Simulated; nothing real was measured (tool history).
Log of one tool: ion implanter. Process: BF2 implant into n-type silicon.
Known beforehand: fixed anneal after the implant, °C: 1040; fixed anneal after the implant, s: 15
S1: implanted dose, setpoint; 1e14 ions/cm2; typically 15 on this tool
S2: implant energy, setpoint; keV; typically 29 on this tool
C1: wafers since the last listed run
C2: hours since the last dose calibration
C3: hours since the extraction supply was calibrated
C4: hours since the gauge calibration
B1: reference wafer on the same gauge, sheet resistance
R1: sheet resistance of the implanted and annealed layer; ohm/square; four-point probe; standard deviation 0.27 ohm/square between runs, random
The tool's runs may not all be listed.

run	hour	S1	S2	C1	C2	C3	C4	B1	R1
1	0	12.19	34.5	0	1085.3	6840.2	69.3	121.87	124.41
2	16.7	12.19	34.5	643	1102	6856.9	86	122.01	124.32
3	26.8	15	29	389	1112.1	6867	96.1	121.97	121.37
4	37.1	15	29	396	1122.4	6877.3	106.4	121.88	122.1
5	49.7	15	29	485	1135	6889.9	119	122.06	122.39
6	64.8	15	29	581	1150.1	6905	134.1	121.97	122.29
7	82.1	15	29	666	1167.4	6922.3	151.4	121.92	122.24
8	91.9	15	29	377	1177.2	6932.1	161.2	122.02	121.66
9	100.3	15	29	323	1185.6	6940.5	169.6	121.92	122.43
# hour 124.2: extraction supply calibrated
10	124.7	15	29	632	1210	0.5	194	122.01	122.37
11	165.3	15	29	1564	1250.6	41.1	234.6	121.97	121.75
# hour 172.5: gauge calibrated
12	176.3	15	29	423	1261.6	52.1	3.8	121.96	122.19
13	185	15	29	335	1270.3	60.8	12.5	121.95	121.78
14	194.9	15	29	381	1280.2	70.7	22.4	121.97	121.67
15	202.3	12.41	33	285	1287.6	78.1	29.8	122	125.07
16	214.8	17.33	29	481	1300.1	90.6	42.3	122.03	117.64
17	227.3	11.17	37	481	1312.6	103.1	54.8	121.95	127.55
# hour 243.9: Faraday cup replaced and dose calibrated
18	244.4	11.26	29	350	0.5	120.2	71.9	121.98	136.03
19	251.6	11.98	20.5	277	7.7	127.4	79.1	121.99	148.47
20	263.9	17.43	38	474	20	139.7	91.4	121.99	105.72
21	273.6	15	29	373	29.7	149.4	101.1	122.07	121.78
22	285.2	12.19	34.5	447	41.3	161	112.7	121.99	124.37
23	297	16.86	29	454	53.1	172.8	124.5	121.92	118.52
24	312.3	11.83	37.5	589	68.4	188.1	139.8	122.06	122.56

Consider 5 possible next runs. They are alternatives, not a sequence: every one starts from the tool as it was left by run 24. What does each give?
A	312.7	15	22	15	68.8	188.5	140.2	?	?
B	312.7	13.48	34	15	68.8	188.5	140.2	?	?
C	312.7	15	20.5	15	68.8	188.5	140.2	?	?
D	312.7	12.83	21	15	68.8	188.5	140.2	?	?
E	312.7	13.17	38	15	68.8	188.5	140.2	?	?

run	B1	R1
A	121.99	135.36
B	121.99	119.53
C	121.99	138.83
D	121.99	143.86
E	121.99	116.33
Take away the tool's hidden state, keep each run's random variation, and the runs would have read:
run	R1
A	135.36
B	119.53
C	138.83
D	143.86
E	116.33

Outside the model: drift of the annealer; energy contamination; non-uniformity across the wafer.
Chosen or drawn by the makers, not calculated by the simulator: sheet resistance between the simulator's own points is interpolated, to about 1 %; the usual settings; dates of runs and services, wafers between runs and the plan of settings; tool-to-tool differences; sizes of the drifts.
